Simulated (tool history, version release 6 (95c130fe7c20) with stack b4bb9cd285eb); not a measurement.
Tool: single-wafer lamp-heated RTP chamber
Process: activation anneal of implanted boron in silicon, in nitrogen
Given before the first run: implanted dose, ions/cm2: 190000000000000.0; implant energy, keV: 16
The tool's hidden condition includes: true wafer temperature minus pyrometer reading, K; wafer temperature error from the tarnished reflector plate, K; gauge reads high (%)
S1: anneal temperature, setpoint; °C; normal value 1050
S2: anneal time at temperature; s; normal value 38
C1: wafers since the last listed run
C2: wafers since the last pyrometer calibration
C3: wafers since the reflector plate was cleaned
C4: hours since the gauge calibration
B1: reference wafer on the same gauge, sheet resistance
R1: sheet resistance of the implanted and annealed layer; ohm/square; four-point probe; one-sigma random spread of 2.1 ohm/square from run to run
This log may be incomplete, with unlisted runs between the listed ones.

run	hour	S1	S2	C1	C2	C3	C4	B1	R1
1	0.0	1041	38	0	960	638	456.6	540.88	461.28
2	77.3	1034	38	1019	1980	1658	533.9	539.67	460.50
3	134.5	1050	44	754	2734	2412	591.1	539.05	459.52
4	229.6	1050	44	1254	3988	3667	686.2	537.16	460.63
# hour 263.8: pyrometer window cleaned and pyrometer calibrated
5	436.1	1050	44	2618	2272	6285	892.7	532.19	451.71
6	498.6	1059	38	824	3096	7109	955.2	530.79	452.98
# hour 553.7: reflector plate cleaned
7	554.2	1059	38	627	3724	6	1010.8	528.56	452.35
# hour 610.0: pyrometer window cleaned and pyrometer calibrated
8	616.2	1059	38	712	81	718	1072.8	526.75	451.45
9	657.7	1050	38	547	628	1265	1114.3	525.84	446.48
10	733.1	1050	38	994	1623	2260	1189.7	522.07	448.30
11	804.8	1050	38	945	2568	3206	1261.4	520.01	442.30
# hour 818.9: gauge calibrated
12	875.8	1050	38	936	3505	4142	56.9	547.05	469.38
13	913.0	1058	48	490	3995	4633	94.1	546.99	463.98
# hour 985.7: pyrometer window cleaned and pyrometer calibrated
# hour 1021.5: reflector plate cleaned
14	1022.0	1050	38	1226	372	6	203.1	547.12	467.38
15	1095.7	1050	38	972	1344	978	276.8	546.37	465.86
16	1140.6	1032	55	592	1937	1571	321.7	545.46	467.30
17	1233.8	1071	38	1229	3166	2800	414.9	544.88	460.87
18	1303.6	1035	20	920	4086	3721	484.7	543.31	465.51
# hour 1327.8: pyrometer window cleaned and pyrometer calibrated
19	1403.9	1050	31	1217	1004	4938	585.0	541.85	463.43
20	1510.1	1020	38	1400	2404	6339	691.2	539.93	467.01
# hour 1531.2: reflector plate cleaned
21	1546.7	1059	31	377	2782	204	727.8	539.58	460.35
22	1596.6	1050	32	658	3440	862	777.7	537.82	461.05
23	1674.3	1032	57	1024	4465	1887	855.4	535.77	454.96
# hour 1724.5: pyrometer window cleaned and pyrometer calibrated
24	1743.7	1072	22	809	253	2697	924.8	534.44	454.97

For each run, what was the tool's unlogged condition?
true wafer temperature minus pyrometer reading, K: 0, the same for each run
wafer temperature error from the tarnished reflector plate, K: 0, the same for each run
H1: gauge reads high (%)
run	H1
1	-1.62
2	-1.83
3	-2.01
4	-2.35
5	-3.25
6	-3.58
7	-3.88
8	-4.24
9	-4.49
10	-4.97
11	-5.46
12	-0.499
13	-0.514
14	-0.604
15	-0.702
16	-0.777
17	-0.968
18	-1.14
19	-1.44
20	-1.82
21	-1.96
22	-2.17
23	-2.52
24	-2.86
